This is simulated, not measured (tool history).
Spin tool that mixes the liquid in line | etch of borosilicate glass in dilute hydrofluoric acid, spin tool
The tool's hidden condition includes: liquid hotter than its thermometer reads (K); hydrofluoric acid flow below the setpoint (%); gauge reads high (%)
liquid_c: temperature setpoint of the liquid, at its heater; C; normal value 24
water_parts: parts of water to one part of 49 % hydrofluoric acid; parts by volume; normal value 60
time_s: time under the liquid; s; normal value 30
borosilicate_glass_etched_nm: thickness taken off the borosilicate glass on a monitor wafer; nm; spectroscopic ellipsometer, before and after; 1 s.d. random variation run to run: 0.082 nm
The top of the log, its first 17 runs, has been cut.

run,hour,liquid_c,water_parts,time_s,wafers since the last listed run,hours since the thermometer was replaced,hours since the hydrofluoric acid flow meter was replaced,hours since the gauge calibration,"read-back film thickness of the borosilicate glass reference wafer, read on the same gauge (nm)",borosilicate_glass_etched_nm
18,425.2,24,80,15,276,152.8,179.9,483.7,130,8.98
19,450.8,24,40,50,235,178.4,205.5,509.3,130.01,62.61
# hour 465.7: gauge calibrated
20,485.4,24,60,30,318,213,240.1,19.7,130,24.47
21,514.7,22.5,60,45,269,242.3,269.4,49,130.01,34.38
22,532.7,24,80,40,165,260.3,287.4,67,130,23.67
23,565.3,24,60,35,299,292.9,320,99.6,130.01,28.58
24,588.9,24,75,30,216,316.5,343.6,123.2,130.01,19.03
25,621,24,30,45,295,348.6,375.7,155.3,129.99,76.2
26,667.8,28,80,15,430,395.4,422.5,202.1,129.98,10.37
27,695.9,24,50,50,258,423.5,450.6,230.2,130.04,49.04
28,710.3,20,90,40,132,437.9,465,244.6,130,17.58
29,735.4,24,50,45,230,463,490.1,269.7,130.01,43.89
30,756.7,24,60,30,195,484.3,511.4,291,129.98,24

4 options for the next run, each taken on its own from the tool as it stands now. Forecast them:
A,757.1,24,35,30,3,484.7,511.8,291.4,?,?
B,757.1,22.5,50,15,3,484.7,511.8,291.4,?,?
C,757.1,19.5,50,20,3,484.7,511.8,291.4,?,?
D,757.1,28.5,45,15,3,484.7,511.8,291.4,?,?

run,"read-back film thickness of the borosilicate glass reference wafer, read on the same gauge (nm)",borosilicate_glass_etched_nm
A,130.01,42.9
B,130.01,13.83
C,130.01,16.25
D,130.01,19.75
Without the tool's unlogged condition, the same runs would have read:
run,borosilicate_glass_etched_nm
A,43.9
B,14.15
C,16.63
D,20.22
